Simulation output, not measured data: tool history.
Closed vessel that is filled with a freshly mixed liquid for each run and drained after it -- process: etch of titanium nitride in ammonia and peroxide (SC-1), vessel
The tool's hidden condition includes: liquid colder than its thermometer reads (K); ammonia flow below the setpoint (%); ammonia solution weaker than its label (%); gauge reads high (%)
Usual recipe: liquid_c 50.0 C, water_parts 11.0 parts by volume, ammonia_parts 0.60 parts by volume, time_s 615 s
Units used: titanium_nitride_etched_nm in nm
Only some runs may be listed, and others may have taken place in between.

run   hour  liquid_c  water_parts  ammonia_parts  time_s  wafers since the last listed run  hours since the thermometer was replaced  hours since the ammonia flow meter was replaced  hours since the drum of ammonia solution was connected  hours since the gauge calibration  read-back film thickness of the titanium nitride reference wafer, read on the same gauge (nm)  titanium_nitride_etched_nm
  1    0.0      50.0         11.0           0.60     780                                 0                                    1134.4                                           2105.8                                                   884.0                              207.0                                                                                          39.98                       27.95
  2    6.5      50.0         11.0           0.60     435                               593                                    1140.9                                           2112.3                                                   890.5                              213.5                                                                                          39.96                       15.67
      13.3  -- gauge calibrated
  3   17.1      50.0         11.0           0.60     435                               968                                    1151.5                                           2122.9                                                   901.1                                3.8                                                                                          40.00                       15.57
  4   24.8      50.0         11.0           0.60     435                               703                                    1159.2                                           2130.6                                                   908.8                               11.5                                                                                          39.99                       15.43
  5   37.7      50.0         11.0           0.60     615                              1178                                    1172.1                                           2143.5                                                   921.7                               24.4                                                                                          39.99                       21.86
  6   63.6      44.5         11.0           0.60     345                              2366                                    1198.0                                           2169.4                                                   947.6                               50.3                                                                                          40.00                        8.22
  7   71.6      44.5         11.0           0.60     345                               730                                    1206.0                                           2177.4                                                   955.6                               58.3                                                                                          39.97                        8.27
  8   89.3      50.0         11.0           0.60     905                              1617                                    1223.7                                           2195.1                                                   973.3                               76.0                                                                                          39.99                       32.17
  9   98.6      50.0         11.0           0.60     905                               849                                    1233.0                                           2204.4                                                   982.6                               85.3                                                                                          40.02                       32.06
     145.2  -- ammonia flow meter replaced
 10  147.5      50.0         11.0           0.60     905                              4376                                    1281.9                                              2.3                                                  1031.5                              134.2                                                                                          39.96                       31.98
 11  161.3      50.0         11.0           0.60     615                              1260                                    1295.7                                             16.1                                                  1045.3                              148.0                                                                                          39.99                       21.57
     173.0  -- thermometer replaced
 12  174.8      50.0         11.0           0.60     615                              1142                                       1.8                                             29.6                                                  1058.8                              161.5                                                                                          40.00                       24.14
 13  184.7      59.0         11.0           0.35     315                               904                                      11.7                                             39.5                                                  1068.7                              171.4                                                                                          40.03                       20.83
 14  198.6      59.0         11.0           0.60     720                              1269                                      25.6                                             53.4                                                  1082.6                              185.3                                                                                          39.97                       52.02
     204.5  -- new drum of ammonia solution connected
 15  213.2      50.0         11.0           0.60     615                              1242                                      40.2                                             68.0                                                     8.7                              199.9                                                                                          39.98                       24.02
     216.9  -- gauge calibrated
 16  223.6      50.0          9.0           0.35     850                               950                                      50.6                                             78.4                                                    19.1                                6.7                                                                                          40.02                       33.79
 17  235.2      46.5         14.0           0.70     745                              1059                                      62.2                                             90.0                                                    30.7                               18.3                                                                                          40.00                       20.59
 18  263.0      40.5         11.0           0.60     335                              2539                                      90.0                                            117.8                                                    58.5                               46.1                                                                                          40.04                        6.63
 19  273.4      54.0         13.5           0.40     430                               950                                     100.4                                            128.2                                                    68.9                               56.5                                                                                          39.99                       18.45
 20  280.2      50.0         11.0           0.60     905                               621                                     107.2                                            135.0                                                    75.7                               63.3                                                                                          39.99                       35.29
 21  289.3      50.0          6.5           0.60     875                               831                                     116.3                                            144.1                                                    84.8                               72.4                                                                                          40.01                       44.40
 22  300.1      50.0         11.0           0.60     615                               986                                     127.1                                            154.9                                                    95.6                               83.2                                                                                          39.97                       24.02
 23  311.7      50.0          6.5           0.60     875                              1059                                     138.7                                            166.5                                                   107.2                               94.8                                                                                          40.00                       44.52

Predict each of these 5 candidate next runs independently; none follows another, all start after run 23:
  A  312.5      50.0         11.0           0.60     615                                73                                     139.5                                            167.3                                                   108.0                               95.6                                                                                              ?                           ?
  B  312.5      47.5         11.0           0.60     615                                73                                     139.5                                            167.3                                                   108.0                               95.6                                                                                              ?                           ?
  C  312.5      50.0         11.0           0.75     435                                73                                     139.5                                            167.3                                                   108.0                               95.6                                                                                              ?                           ?
  D  312.5      42.0         14.5           0.50     385                                73                                     139.5                                            167.3                                                   108.0                               95.6                                                                                              ?                           ?
  E  312.5      41.0         11.0           0.60     615                                73                                     139.5                                            167.3                                                   108.0                               95.6                                                                                              ?                           ?

run  read-back film thickness of the titanium nitride reference wafer, read on the same gauge (nm)  titanium_nitride_etched_nm
  A                                                                                          39.98                       23.92
  B                                                                                          39.98                       20.06
  C                                                                                          39.98                       17.56
  D                                                                                          39.98                        7.06
  E                                                                                          39.98                       12.54
The same runs, with their run-to-run variation unchanged, on a tool lacking any hidden condition would have given:
run  titanium_nitride_etched_nm
  A                       24.30
  B                       20.39
  C                       17.85
  D                        7.18
  E                       12.75

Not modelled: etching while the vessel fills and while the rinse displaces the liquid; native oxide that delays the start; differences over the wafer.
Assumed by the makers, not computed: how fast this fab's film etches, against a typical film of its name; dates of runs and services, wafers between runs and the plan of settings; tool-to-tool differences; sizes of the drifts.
